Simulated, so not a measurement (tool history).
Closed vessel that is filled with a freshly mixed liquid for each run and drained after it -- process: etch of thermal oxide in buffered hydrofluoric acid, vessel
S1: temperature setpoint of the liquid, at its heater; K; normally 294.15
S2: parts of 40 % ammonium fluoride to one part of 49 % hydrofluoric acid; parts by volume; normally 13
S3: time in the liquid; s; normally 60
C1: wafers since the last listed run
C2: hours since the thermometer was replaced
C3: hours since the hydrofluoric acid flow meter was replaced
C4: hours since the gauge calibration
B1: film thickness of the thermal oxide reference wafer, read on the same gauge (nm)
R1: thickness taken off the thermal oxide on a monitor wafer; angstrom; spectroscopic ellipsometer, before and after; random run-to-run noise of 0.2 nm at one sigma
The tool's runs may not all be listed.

Run 1, hour 0: usual settings; C1 0; C2 1658.1; C3 1768.8; C4 110.8; B1 60.03. Result: R1 378.1 angstrom.
Run 2, hour 27.6: usual settings; C1 1776; C2 1685.7; C3 1796.4; C4 138.4; B1 59.98. Result: R1 380.6 angstrom.
Run 3, hour 45.2: usual settings; C1 1132; C2 1703.3; C3 1814; C4 156; B1 60.01. Result: R1 380.3 angstrom.
Run 4, hour 68: usual settings; C1 1467; C2 1726.1; C3 1836.8; C4 178.8; B1 59.98. Result: R1 380.3 angstrom.
Run 5, hour 95.9: usual settings; C1 1796; C2 1754; C3 1864.7; C4 206.7; B1 60.01. Result: R1 379.1 angstrom.
At hour 125.1: hydrofluoric acid flow meter replaced.
Run 6, hour 138.3: usual settings; C1 2665; C2 1796.4; C3 13.2; C4 249.1; B1 59.98. Result: R1 433.3 angstrom.
At hour 150.4: gauge calibrated.
Run 7, hour 156.5: usual settings; C1 1171; C2 1814.6; C3 31.4; C4 6.1; B1 59.98. Result: R1 435 angstrom.
At hour 182.4: thermometer replaced.
Run 8, hour 184.7: usual settings but S2 8 parts by volume; C1 1750; C2 2.3; C3 59.6; C4 34.3; B1 60. Result: R1 677.8 angstrom.
Run 9, hour 201.6: usual settings but S1 298.65 K, S2 16 parts by volume; C1 1087; C2 19.2; C3 76.5; C4 51.2; B1 60.03. Result: R1 443.8 angstrom.
Run 10, hour 217.5: usual settings but S1 297.15 K, S2 16.5 parts by volume; C1 1023; C2 35.1; C3 92.4; C4 67.1; B1 59.94. Result: R1 401.7 angstrom.
Run 11, hour 233.3: usual settings; C1 1017; C2 50.9; C3 108.2; C4 82.9; B1 59.99. Result: R1 426.8 angstrom.
Run 12, hour 266.7: usual settings; C1 2150; C2 84.3; C3 141.6; C4 116.3; B1 60.03. Result: R1 429.8 angstrom.
Run 13, hour 281.4: usual settings but S2 9.5 parts by volume, S3 30 s; C1 946; C2 99; C3 156.3; C4 131; B1 59.97. Result: R1 289.6 angstrom.
Run 14, hour 303.9: usual settings but S1 290.15 K, S2 10 parts by volume, S3 50 s; C1 1448; C2 121.5; C3 178.8; C4 153.5; B1 59.98. Result: R1 366.9 angstrom.

Forecast each of these 4 alternatives for the next run:
Run A, hour 304.6: usual settings; C1 45; C2 122.2; C3 179.5; C4 154.2; B1 ?. Result: R1 ?.
Run B, hour 304.6: usual settings but S1 297.15 K, S2 16.5 parts by volume, S3 40 s; C1 45; C2 122.2; C3 179.5; C4 154.2; B1 ?. Result: R1 ?.
Run C, hour 304.6: usual settings but S1 290.15 K, S2 17 parts by volume, S3 40 s; C1 45; C2 122.2; C3 179.5; C4 154.2; B1 ?. Result: R1 ?.
Run D, hour 304.6: usual settings but S1 295.65 K, S2 16 parts by volume; C1 45; C2 122.2; C3 179.5; C4 154.2; B1 ?. Result: R1 ?.

run     B1     R1
  A  59.98  422.4
  B  59.98  262.9
  C  59.98  172.5
  D  59.98  374.3
What these runs would have given with no unlogged condition in the tool:
run     R1
  A  431.6
  B  268.6
  C  176.3
  D  382.5
